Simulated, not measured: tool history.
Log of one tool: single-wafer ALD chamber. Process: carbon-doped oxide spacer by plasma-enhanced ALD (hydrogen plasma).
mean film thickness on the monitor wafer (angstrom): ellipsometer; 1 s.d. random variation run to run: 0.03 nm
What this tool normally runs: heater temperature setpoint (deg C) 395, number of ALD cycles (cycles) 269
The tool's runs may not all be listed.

| run | day | heater temperature setpoint (deg C) | number of ALD cycles (cycles) | wafers since the last listed run | hours since the last thermocouple change | hours since the gauge calibration | read-back reference wafer on the same gauge, thickness_nm | mean film thickness on the monitor wafer (angstrom) |
|---|---|---|---|---|---|---|---|---|
| 1 | 0.000 | 395 | 269 | 0 | 1966.1 | 1959.5 | 14.227 | 120.28 |
|  | 1.438 | gauge calibrated |
| 2 | 4.362 | 395 | 269 | 125 | 2070.8 | 70.2 | 14.504 | 121.62 |
| 3 | 8.504 | 395 | 269 | 118 | 2170.2 | 169.6 | 14.487 | 121.57 |
| 4 | 10.850 | 395 | 269 | 67 | 2226.5 | 225.9 | 14.470 | 121.59 |
| 5 | 13.688 | 395 | 269 | 81 | 2294.6 | 294.0 | 14.481 | 121.85 |
| 6 | 18.017 | 395 | 269 | 124 | 2398.5 | 397.9 | 14.448 | 121.41 |
| 7 | 21.975 | 395 | 269 | 113 | 2493.5 | 492.9 | 14.442 | 120.99 |
| 8 | 26.446 | 395 | 298 | 128 | 2600.8 | 600.2 | 14.432 | 133.86 |
| 9 | 28.288 | 395 | 298 | 52 | 2645.0 | 644.4 | 14.419 | 133.60 |
| 10 | 30.258 | 392 | 269 | 56 | 2692.3 | 691.7 | 14.424 | 120.44 |
| 11 | 32.212 | 395 | 269 | 56 | 2739.2 | 738.6 | 14.401 | 120.85 |
| 12 | 35.062 | 395 | 269 | 81 | 2807.6 | 807.0 | 14.401 | 120.61 |
| 13 | 38.458 | 395 | 269 | 97 | 2889.1 | 888.5 | 14.389 | 120.89 |
|  | 40.562 | thermocouple changed; heater temperature recalibrated |
| 14 | 41.975 | 388 | 269 | 91 | 33.9 | 972.9 | 14.395 | 120.36 |
| 15 | 44.471 | 386 | 269 | 71 | 93.8 | 1032.8 | 14.369 | 120.39 |
| 16 | 48.204 | 386 | 269 | 107 | 183.4 | 1122.4 | 14.371 | 120.67 |
| 17 | 51.288 | 395 | 269 | 88 | 257.4 | 1196.4 | 14.377 | 120.67 |
| 18 | 54.496 | 408 | 269 | 92 | 334.4 | 1273.4 | 14.349 | 118.35 |
| 19 | 57.312 | 388 | 309 | 80 | 402.0 | 1341.0 | 14.325 | 139.08 |
| 20 | 60.983 | 395 | 269 | 105 | 490.1 | 1429.1 | 14.328 | 120.45 |
| 21 | 62.817 | 395 | 269 | 52 | 534.1 | 1473.1 | 14.328 | 120.67 |
| 22 | 64.946 | 387 | 269 | 61 | 585.2 | 1524.2 | 14.328 | 120.29 |
| 23 | 67.904 | 388 | 251 | 84 | 656.2 | 1595.2 | 14.318 | 111.79 |
|  | 70.158 | gauge calibrated |
| 24 | 71.517 | 384 | 269 | 103 | 742.9 | 32.6 | 14.468 | 121.06 |
| 25 | 73.104 | 407 | 314 | 45 | 781.0 | 70.7 | 14.474 | 139.83 |
| 26 | 76.046 | 395 | 269 | 84 | 851.6 | 141.3 | 14.465 | 120.87 |
| 27 | 80.083 | 395 | 269 | 115 | 948.5 | 238.2 | 14.448 | 121.11 |
| 28 | 82.108 | 406 | 223 | 58 | 997.1 | 286.8 | 14.446 | 99.18 |
| 29 | 87.596 | 395 | 249 | 157 | 1128.8 | 418.5 | 14.425 | 112.37 |
| 30 | 90.133 | 385 | 269 | 72 | 1189.7 | 479.4 | 14.428 | 121.23 |
| 31 | 92.542 | 380 | 310 | 69 | 1247.5 | 537.2 | 14.411 | 139.14 |
| 32 | 96.229 | 395 | 243 | 105 | 1336.0 | 625.7 | 14.406 | 108.67 |
| 33 | 107.025 | 395 | 269 | 309 | 1595.1 | 884.8 | 14.350 | 120.73 |

Results per run with the tool's hidden condition removed, run-to-run variation unchanged:
Hidden state at play: wafer temperature above the value expected at the setpoint (K); gauge reads high (%).
| run | mean film thickness on the monitor wafer (angstrom) |
|---|---|
| 1 | 122.50 |
| 2 | 121.63 |
| 3 | 121.69 |
| 4 | 121.76 |
| 5 | 122.10 |
| 6 | 121.77 |
| 7 | 121.44 |
| 8 | 134.49 |
| 9 | 134.28 |
| 10 | 121.10 |
| 11 | 121.57 |
| 12 | 121.40 |
| 13 | 121.76 |
| 14 | 121.32 |
| 15 | 121.41 |
| 16 | 121.79 |
| 17 | 121.86 |
| 18 | 119.61 |
| 19 | 140.64 |
| 20 | 121.90 |
| 21 | 122.16 |
| 22 | 121.83 |
| 23 | 113.29 |
| 24 | 121.29 |
| 25 | 140.14 |
| 26 | 121.21 |
| 27 | 121.55 |
| 28 | 99.59 |
| 29 | 112.96 |
| 30 | 121.93 |
| 31 | 140.01 |
| 32 | 109.44 |
| 33 | 121.86 |

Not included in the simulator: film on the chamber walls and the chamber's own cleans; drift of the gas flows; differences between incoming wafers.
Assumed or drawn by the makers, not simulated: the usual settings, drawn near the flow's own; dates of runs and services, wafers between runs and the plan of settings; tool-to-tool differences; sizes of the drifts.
